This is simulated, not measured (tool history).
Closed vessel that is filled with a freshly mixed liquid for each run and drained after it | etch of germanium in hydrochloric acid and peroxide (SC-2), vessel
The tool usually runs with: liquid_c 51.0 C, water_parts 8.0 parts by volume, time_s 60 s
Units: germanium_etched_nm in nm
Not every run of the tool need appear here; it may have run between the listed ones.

run,hour,liquid_c,water_parts,time_s,"read-back film thickness of the germanium reference wafer, read on the same gauge (nm)",germanium_etched_nm
1,0.0,51.0,8.0,60,70.01,141.26
2,15.1,51.0,8.0,60,69.99,141.38
3,23.3,51.0,8.0,60,70.04,141.20
# hour 28.7: gauge calibrated
4,33.0,51.0,8.0,60,70.02,141.17
# hour 38.9: thermometer replaced
5,45.4,51.0,8.0,60,70.00,150.92
6,63.2,51.0,8.0,60,70.03,150.82
7,77.1,51.0,8.0,60,70.02,151.01
# hour 83.4: chemicals flow meter replaced
8,86.3,51.0,8.0,60,70.00,151.21
9,98.5,51.0,8.0,60,70.03,150.79
# hour 132.8: new drum of peroxide connected
10,148.6,51.0,8.0,60,70.00,150.97
11,157.9,51.0,8.0,60,69.99,150.20
12,169.6,51.0,8.0,60,70.04,150.30
13,177.6,58.5,8.0,50,70.01,158.66
14,184.4,47.5,12.0,75,70.00,162.99
15,201.3,54.5,8.0,80,69.99,223.32
16,213.8,56.5,8.0,50,69.98,148.50
17,224.5,51.0,8.0,60,70.01,151.02
18,233.4,51.0,7.0,75,70.00,189.05
19,241.5,46.5,6.5,50,70.01,110.17
20,251.3,43.5,6.5,60,70.00,118.34
21,267.5,51.0,8.0,30,70.00,75.46
22,275.6,51.0,8.0,60,69.99,151.45
23,284.6,60.0,10.5,30,69.99,96.24
24,299.7,51.0,6.5,60,70.00,152.18
25,315.4,51.0,8.0,60,70.00,149.97
26,329.4,51.0,8.0,60,69.98,149.72
27,335.8,51.0,8.0,60,69.99,149.52
28,348.4,47.5,8.0,40,70.00,89.83
29,381.4,43.0,10.0,45,70.01,85.20
30,398.1,57.0,6.0,75,70.02,229.89

Forecast each of these 4 alternatives for the next run:
A,398.8,51.0,8.0,60,?,?
B,398.8,51.0,10.0,60,?,?
C,398.8,51.0,5.0,60,?,?
D,398.8,51.0,7.0,95,?,?

run,"read-back film thickness of the germanium reference wafer, read on the same gauge (nm)",germanium_etched_nm
A,70.02,149.98
B,70.02,147.28
C,70.02,153.20
D,70.02,239.42
With the hidden condition removed and each run's random variation left untouched, the same runs would have given:
run,germanium_etched_nm
A,153.23
B,150.45
C,156.57
D,244.64
